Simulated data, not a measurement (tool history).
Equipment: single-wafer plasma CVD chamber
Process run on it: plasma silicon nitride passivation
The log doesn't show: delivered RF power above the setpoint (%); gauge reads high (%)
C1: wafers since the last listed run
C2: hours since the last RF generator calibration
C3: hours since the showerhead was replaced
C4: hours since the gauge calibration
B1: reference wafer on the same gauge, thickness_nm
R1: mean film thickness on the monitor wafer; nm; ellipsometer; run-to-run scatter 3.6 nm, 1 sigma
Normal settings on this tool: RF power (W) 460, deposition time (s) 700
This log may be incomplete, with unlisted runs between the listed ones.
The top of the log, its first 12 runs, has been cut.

Run 13, hour 126.5: usual settings; C1 30; C2 1021.0; C3 8147.5; C4 245.4; B1 832.087. Result: R1 948.730 nm.
Run 14, hour 138.3: usual settings; C1 35; C2 1032.8; C3 8159.3; C4 257.2; B1 832.588. Result: R1 937.488 nm.
Run 15, hour 145.8: usual settings; C1 22; C2 1040.3; C3 8166.8; C4 264.7; B1 832.443. Result: R1 949.164 nm.
Run 16, hour 152.5: usual settings; C1 20; C2 1047.0; C3 8173.5; C4 271.4; B1 832.125. Result: R1 945.684 nm.
Run 17, hour 167.1: usual settings but RF power (W) 505; C1 43; C2 1061.6; C3 8188.1; C4 286.0; B1 831.958. Result: R1 981.884 nm.
Run 18, hour 177.5: usual settings; C1 31; C2 1072.0; C3 8198.5; C4 296.4; B1 831.378. Result: R1 943.447 nm.
Run 19, hour 187.8: usual settings but RF power (W) 405, deposition time (s) 822; C1 31; C2 1082.3; C3 8208.8; C4 306.7; B1 831.539. Result: R1 1040.913 nm.
Run 20, hour 197.4: usual settings but RF power (W) 385, deposition time (s) 800; C1 28; C2 1091.9; C3 8218.4; C4 316.3; B1 830.831. Result: R1 997.809 nm.
At hour 216.7: showerhead replaced.
Run 21, hour 239.2: usual settings; C1 101; C2 1133.7; C3 22.5; C4 358.1; B1 832.704. Result: R1 945.002 nm.
Run 22, hour 249.5: usual settings but RF power (W) 515; C1 31; C2 1144.0; C3 32.8; C4 368.4; B1 832.321. Result: R1 994.570 nm.
Run 23, hour 265.6: usual settings but RF power (W) 505, deposition time (s) 816; C1 48; C2 1160.1; C3 48.9; C4 384.5; B1 832.957. Result: R1 1145.989 nm.
At hour 275.6: RF generator calibrated.
Run 24, hour 282.2: usual settings; C1 25; C2 6.6; C3 65.5; C4 401.1; B1 832.215. Result: R1 939.152 nm.
Run 25, hour 296.0: usual settings but RF power (W) 385; C1 41; C2 20.4; C3 79.3; C4 414.9; B1 831.509. Result: R1 874.072 nm.
At hour 301.5: gauge calibrated.
Run 26, hour 307.4: usual settings but RF power (W) 400, deposition time (s) 624; C1 34; C2 31.8; C3 90.7; C4 5.9; B1 831.865. Result: R1 790.479 nm.
Run 27, hour 322.1: usual settings but RF power (W) 425; C1 44; C2 46.5; C3 105.4; C4 20.6; B1 831.709. Result: R1 913.615 nm.
Run 28, hour 336.3: usual settings but RF power (W) 525, deposition time (s) 818; C1 42; C2 60.7; C3 119.6; C4 34.8; B1 832.314. Result: R1 1173.255 nm.
Run 29, hour 351.9: usual settings; C1 46; C2 76.3; C3 135.2; C4 50.4; B1 831.965. Result: R1 949.186 nm.
Run 30, hour 369.6: usual settings but RF power (W) 485, deposition time (s) 607; C1 53; C2 94.0; C3 152.9; C4 68.1; B1 831.484. Result: R1 843.920 nm.
Run 31, hour 380.4: usual settings but deposition time (s) 625; C1 32; C2 104.8; C3 163.7; C4 78.9; B1 831.311. Result: R1 842.933 nm.
Run 32, hour 389.1: usual settings; C1 26; C2 113.5; C3 172.4; C4 87.6; B1 832.065. Result: R1 944.036 nm.
Run 33, hour 416.7: usual settings but RF power (W) 510, deposition time (s) 821; C1 83; C2 141.1; C3 200.0; C4 115.2; B1 832.830. Result: R1 1160.342 nm.
Run 34, hour 430.5: usual settings; C1 41; C2 154.9; C3 213.8; C4 129.0; B1 832.472. Result: R1 945.943 nm.
Run 35, hour 445.4: usual settings but RF power (W) 490, deposition time (s) 665; C1 44; C2 169.8; C3 228.7; C4 143.9; B1 832.111. Result: R1 915.968 nm.

Predict each of these 3 candidate next runs independently; none follows another, all start after run 35:
Run A, hour 446.0: usual settings; C1 1; C2 170.4; C3 229.3; C4 144.5; B1 ?. Result: R1 ?.
Run B, hour 446.0: usual settings but RF power (W) 485, deposition time (s) 818; C1 1; C2 170.4; C3 229.3; C4 144.5; B1 ?. Result: R1 ?.
Run C, hour 446.0: usual settings but deposition time (s) 650; C1 1; C2 170.4; C3 229.3; C4 144.5; B1 ?. Result: R1 ?.

run       B1        R1
  A  832.224   950.797
  B  832.224  1137.179
  C  832.224   882.883
Had the tool no hidden state, the same runs would have come out as:
run        R1
  A   950.797
  B  1137.179
  C   882.883
